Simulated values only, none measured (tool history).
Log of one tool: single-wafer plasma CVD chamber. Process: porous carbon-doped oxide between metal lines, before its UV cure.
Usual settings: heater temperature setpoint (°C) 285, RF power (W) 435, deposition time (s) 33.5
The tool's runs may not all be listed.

run      day  heater temperature setpoint (°C)  RF power (W)  deposition time (s)  read-back reference wafer on the same gauge, thickness_nm  mean film thickness on the monitor wafer (Å)
  1    0.000                               285           435                 33.5                                                    197.006                                       1708.11
  2    3.800                               285           435                 33.5                                                    196.738                                       1707.51
  3    6.796                               285           435                 33.5                                                    196.745                                       1712.08
  4    9.279                               285           435                 33.5                                                    196.484                                       1705.69
  5   12.350                               285           480                 28.4                                                    196.321                                       1574.89
  6   14.821                               285           480                 28.4                                                    196.291                                       1579.48
      16.308  -- RF generator calibrated
  7   18.221                               285           435                 30.6                                                    196.187                                       1563.81
      24.650  -- thermocouple changed; heater temperature recalibrated
  8   29.158                               285           435                 33.5                                                    195.909                                       1697.79
  9   32.579                               285           435                 33.5                                                    195.434                                       1702.27
 10   41.246                               285           435                 33.5                                                    194.770                                       1693.81
 11   44.154                               285           435                 33.5                                                    194.762                                       1684.87
 12   48.008                               285           490                 33.5                                                    194.428                                       1860.77
 13   50.292                               285           435                 33.5                                                    194.102                                       1688.98
      51.812  -- showerhead replaced
      54.604  -- RF generator calibrated
 14   54.625                               277           435                 33.5                                                    193.898                                       1777.64
      57.271  -- gauge calibrated
 15   57.612                               285           435                 33.5                                                    198.534                                       1715.78
 16   61.167                               285           515                 33.5                                                    198.640                                       1974.49
 17   65.425                               291           485                 33.5                                                    198.476                                       1818.47
 18   68.471                               271           505                 31.0                                                    198.477                                       1965.72
 19   72.112                               272           480                 33.5                                                    198.435                                       2027.22
      73.554  -- thermocouple changed; heater temperature recalibrated
 20   74.492                               296           465                 29.0                                                    198.402                                       1480.50
 21   78.333                               273           435                 31.1                                                    198.202                                       1730.16
 22   80.692                               293           380                 35.3                                                    198.244                                       1534.86
 23   84.808                               285           475                 33.5                                                    198.203                                       1848.31
 24   88.638                               285           475                 33.5                                                    197.899                                       1840.10
 25   92.404                               285           435                 33.5                                                    198.061                                       1728.91
      95.588  -- RF generator calibrated
 26   95.608                               285           480                 33.5                                                    197.751                                       1854.91
 27   98.383                               279           435                 33.5                                                    197.603                                       1782.50
 28   99.958                               285           435                 33.5                                                    197.508                                       1715.89
 29  102.112                               290           355                 33.5                                                    197.457                                       1380.71
 30  104.525                               296           435                 33.5                                                    197.375                                       1611.35
 31  106.625                               285           435                 33.5                                                    197.189                                       1713.76
 32  109.992                               277           360                 30.7                                                    197.195                                       1386.46
 33  113.329                               285           435                 33.5                                                    196.802                                       1702.82
 34  117.046                               285           435                 33.5                                                    196.926                                       1711.31

Some steps in mean film thickness on the monitor wafer (Å) between neighbouring runs. How much of each would the tool show without its hidden state too (settings, what came in, random variation), and how much is left for the hidden state, with any gauge scatter that isn't in both results?
The hidden state here: wafer temperature above the value expected at the setpoint (K); delivered RF power above the setpoint (%); gauge reads high (%).
Run 7 -> 8: deposition time (s) 30.6 -> 33.5, thermocouple changed; heater temperature recalibrated. mean film thickness on the monitor wafer (Å) +133.98: hidden state -6.20, all else +140.18.
Run 11 -> 12: RF power (W) 435 -> 490. mean film thickness on the monitor wafer (Å) +175.90: hidden state -5.88, all else +181.78.
Run 14 -> 15: heater temperature setpoint (°C) 277 -> 285, gauge calibrated. mean film thickness on the monitor wafer (Å) -61.86: hidden state +42.99, all else -104.85.
Run 19 -> 20: heater temperature setpoint (°C) 272 -> 296, RF power (W) 480 -> 465, deposition time (s) 33.5 -> 29.0, thermocouple changed; heater temperature recalibrated. mean film thickness on the monitor wafer (Å) -546.72: hidden state -1.52, all else -545.20.
Run 28 -> 29: heater temperature setpoint (°C) 285 -> 290, RF power (W) 435 -> 355. mean film thickness on the monitor wafer (Å) -335.18: hidden state +0.00, all else -335.18.
Run 31 -> 32: heater temperature setpoint (°C) 285 -> 277, RF power (W) 435 -> 360, deposition time (s) 33.5 -> 30.7. mean film thickness on the monitor wafer (Å) -327.30: hidden state -0.06, all else -327.24.
